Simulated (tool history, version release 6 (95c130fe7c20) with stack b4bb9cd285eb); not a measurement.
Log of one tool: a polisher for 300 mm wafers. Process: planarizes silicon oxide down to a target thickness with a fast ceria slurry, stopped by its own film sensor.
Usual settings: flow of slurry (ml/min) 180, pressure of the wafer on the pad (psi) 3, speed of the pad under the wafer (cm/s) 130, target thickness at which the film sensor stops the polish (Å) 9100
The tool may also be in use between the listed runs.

run     day  flow of slurry (ml/min)  pressure of the wafer on the pad (psi)  speed of the pad under the wafer (cm/s)  target thickness at which the film sensor stops the polish (Å)  incoming thickness of the incoming film, nm  time until the film sensor stopped the polish (s)
  1       0                      180                                       3                                      130                                                            9100                                         2062                                               62.2
  2   2.088                      180                                       3                                      130                                                            9100                                         2040                                                 61
  3   4.471                      180                                       3                                      148                                                            9100                                       2052.6                                               57.9
  4  13.412                      180                                       3                                      130                                                            9100                                       2038.5                                               58.3
  5  14.421                      200                                       3                                      130                                                            9100                                       2097.9                                               63.8
  6  15.429                      180                                     2.4                                      130                                                            9100                                       2064.9                                               77.5
  7  17.704                      180                                       3                                      130                                                            9100                                         2066                                               62.5
  8  19.888                      180                                       3                                      130                                                            9100                                       2052.3                                               65.3
  9  22.642                      180                                       3                                      130                                                            9100                                       2056.4                                               65.3
 10  24.521                      180                                       3                                      130                                                            9100                                       2045.4                                               55.6
 11  27.379                      180                                       3                                      130                                                            9100                                         2045                                               57.6
 12  29.542                      180                                       3                                      130                                                            9100                                       2084.4                                               61.5
 13  31.275                      180                                       3                                      130                                                            9100                                       2054.6                                               60.9
 14  34.125                      180                                       3                                      130                                                            9100                                       2060.4                                               60.5
 15  36.129                      180                                       3                                      130                                                            9100                                       2089.1                                               66.5
 16  38.975                      180                                       3                                      130                                                            9100                                       2066.6                                               59.5
 17  41.204                      235                                     2.6                                      130                                                            9100                                       2066.7                                               69.1
 18  43.921                      180                                       3                                      130                                                            9100                                       2077.7                                               62.9
 19  46.067                      180                                     3.3                                      110                                                            9100                                       2047.2                                               63.5
 20   48.35                      180                                       3                                      114                                                            5950                                       2069.7                                               90.5
 21  50.096                      180                                       3                                      150                                                            5280                                       2096.8                                               76.2
 22  51.417                      215                                       3                                      130                                                            6370                                       2063.7                                                 69
 23  53.483                      115                                       3                                      112                                                            6970                                       2030.9                                               77.2
 24  54.712                      195                                     2.6                                      130                                                            9100                                       2051.2                                               66.7
 25  56.412                      215                                       3                                       86                                                            9100                                       2086.5                                               81.7
 26  58.108                      150                                       3                                      130                                                           10160                                       2104.9                                               56.8
 27   59.75                      180                                       3                                      130                                                            9100                                       2070.7                                                 62
 28  62.283                      140                                     2.4                                      130                                                            9100                                       2079.8                                               80.6
 29  63.796                      205                                     2.6                                      130                                                            9100                                       2085.4                                               73.7
 30  65.321                      180                                     2.1                                      130                                                           11370                                       2051.1                                               73.1
 31    67.5                      225                                     3.4                                      130                                                            9100                                       2100.3                                               50.9
 32  69.346                      205                                     3.9                                      130                                                            6180                                       2046.9                                               55.1
 33  71.688                      180                                       3                                      130                                                            9100                                         2074                                               58.2

Taken out of this log: 10 entries between the listed runs. Where each belongs, and how the hidden state differs across it:
Between runs 1 and 2: head pressure recalibrated (day 1.862)
  removal rate lost through wear of the pad, %: 8.06 -> 9.8
  measured less the result without the state, time until the film sensor stopped the polish (s): +5 -> +6
Between runs 3 and 4: worn pad replaced by a new one (day 7.225)
  removal rate lost through wear of the pad, %: 11.8 -> 6.35
  measured less the result without the state, time until the film sensor stopped the polish (s): +6.8 -> +3.7
Between runs 9 and 10: worn pad replaced by a new one (day 22.808)
  removal rate lost through wear of the pad, %: 14.1 -> 1.68
  measured less the result without the state, time until the film sensor stopped the polish (s): +9.2 -> +0.9
Between runs 10 and 11: slurry nozzle cleaned (day 26.825)
  removal rate lost through wear of the pad, %: 1.68 -> 4.07
  measured less the result without the state, time until the film sensor stopped the polish (s): +0.9 -> +2.4
Between runs 15 and 16: worn pad replaced by a new one (day 38.017)
  removal rate lost through wear of the pad, %: 11.4 -> 3.14
  measured less the result without the state, time until the film sensor stopped the polish (s): +7.6 -> +1.9
Between runs 16 and 17: head pressure recalibrated (day 39.438)
  removal rate lost through wear of the pad, %: 3.14 -> 5.01
  measured less the result without the state, time until the film sensor stopped the polish (s): +1.9 -> +3.4
Between runs 21 and 22: worn pad replaced by a new one (day 51.4)
  removal rate lost through wear of the pad, %: 12.5 -> 0.371
  measured less the result without the state, time until the film sensor stopped the polish (s): +9.5 -> +0.2
Between runs 24 and 25: slurry nozzle cleaned (day 55.038)
  removal rate lost through wear of the pad, %: 3.13 -> 4.55
  measured less the result without the state, time until the film sensor stopped the polish (s): +2.1 -> +3.7
Between runs 30 and 31: worn pad replaced by a new one (day 66.775)
  removal rate lost through wear of the pad, %: 12 -> 1.95
  measured less the result without the state, time until the film sensor stopped the polish (s): +8.8 -> +1
Between runs 32 and 33: head pressure recalibrated (day 69.783)
  removal rate lost through wear of the pad, %: 3.49 -> 5.45
  measured less the result without the state, time until the film sensor stopped the polish (s): +1.9 -> +3.2

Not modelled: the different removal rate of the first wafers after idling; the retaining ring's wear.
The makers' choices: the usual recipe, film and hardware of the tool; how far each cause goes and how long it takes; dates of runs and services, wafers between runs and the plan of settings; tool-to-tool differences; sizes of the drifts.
